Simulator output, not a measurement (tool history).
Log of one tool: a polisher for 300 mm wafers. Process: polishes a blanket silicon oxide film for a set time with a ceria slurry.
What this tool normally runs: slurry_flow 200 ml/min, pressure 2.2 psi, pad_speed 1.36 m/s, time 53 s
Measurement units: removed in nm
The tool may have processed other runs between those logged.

run,day,slurry_flow,pressure,pad_speed,time,wafers since the last listed run,wafers polished on this pad,hours since the slurry nozzle was cleaned,hours since the head pressure was calibrated,"incoming thickness of the incoming film, nm",removed
1,0.000,200,2.2,1.36,63,0,2087,271.8,849.7,804.3,237.5
2,0.662,200,2.2,1.36,53,270,2357,287.7,865.6,805.1,198.7
# day 1.096: slurry nozzle cleaned
3,2.008,200,2.2,1.36,53,531,2889,21.9,897.9,807.3,195.9
4,2.529,200,2.2,1.62,53,212,3102,34.4,910.4,810.4,227.3
5,3.562,200,1.7,1.06,53,421,3523,59.2,935.2,798.5,128.2
6,4.433,200,2.2,1.36,53,355,3878,80.1,956.1,796.6,188.2
# day 5.721: worn pad replaced by a new one
7,5.762,200,2.2,1.36,53,474,17,112.0,988.0,802.2,214.8
8,7.225,200,2.8,1.36,53,596,614,147.1,1023.1,801.5,240.4
9,8.246,200,2.8,1.36,53,416,1030,171.6,1047.6,794.0,249.9
10,8.825,200,2.8,1.36,53,236,1266,185.5,1061.5,801.1,253.9
11,9.508,200,2.2,1.36,53,278,1545,201.9,1077.9,786.8,206.0
# day 10.404: head pressure recalibrated
12,10.817,200,2.2,1.36,53,499,2045,233.3,9.9,813.6,195.4
13,12.204,200,2.2,1.36,53,565,2611,266.6,43.2,800.8,192.0
# day 13.392: slurry nozzle cleaned
14,13.412,200,2.2,1.36,53,475,3087,0.5,72.2,812.0,187.9
# day 14.388: worn pad replaced by a new one
15,14.633,200,2.2,1.36,53,430,100,29.8,101.5,789.8,198.8
16,15.738,200,2.5,0.90,44,450,550,56.3,128.0,789.7,119.4
17,17.042,200,2.2,1.36,53,531,1082,87.6,159.3,793.8,202.4
18,18.088,160,2.5,0.96,66,426,1509,112.7,184.4,796.8,183.3
19,19.454,200,2.2,1.36,53,557,2066,145.5,217.2,794.4,193.7
20,20.521,200,2.2,1.36,53,435,2501,171.1,242.8,802.3,193.6
21,21.704,240,2.2,1.36,36,482,2984,199.5,271.2,805.3,131.8
22,22.771,270,1.6,1.80,45,435,3419,225.1,296.8,800.0,180.8
# day 23.462: worn pad replaced by a new one
23,23.596,200,2.5,1.02,47,268,55,244.9,316.6,804.6,146.4
# day 24.425: slurry nozzle cleaned
24,24.629,200,2.7,0.94,61,404,459,4.9,341.4,802.0,182.9
25,25.817,200,1.8,1.36,53,484,944,33.4,369.9,813.4,177.7
26,27.092,200,2.2,1.56,71,520,1464,64.0,400.5,802.4,308.0
27,28.500,250,2.0,1.58,65,574,2038,97.8,434.3,805.9,270.6
28,29.733,200,2.2,1.36,53,503,2541,127.4,463.9,801.4,193.1
29,31.121,200,2.9,1.36,53,565,3107,160.7,497.2,806.4,227.9
30,31.729,200,1.5,1.36,66,248,3355,175.3,511.8,806.9,186.3
# day 32.429: worn pad replaced by a new one
31,32.875,200,2.2,1.36,71,399,182,202.8,539.3,796.6,277.8
32,33.471,200,2.2,1.60,69,243,425,217.1,553.6,805.6,308.8

What will run 33 give?
# day 34.771: slurry nozzle cleaned
33,34.792,160,2.6,1.36,53,521,947,0.5,585.3,788.9,?

Run 33 yielded removed 215.1 nm.
Had the tool carried no hidden state, the very same run would have given removed 219.2 nm.
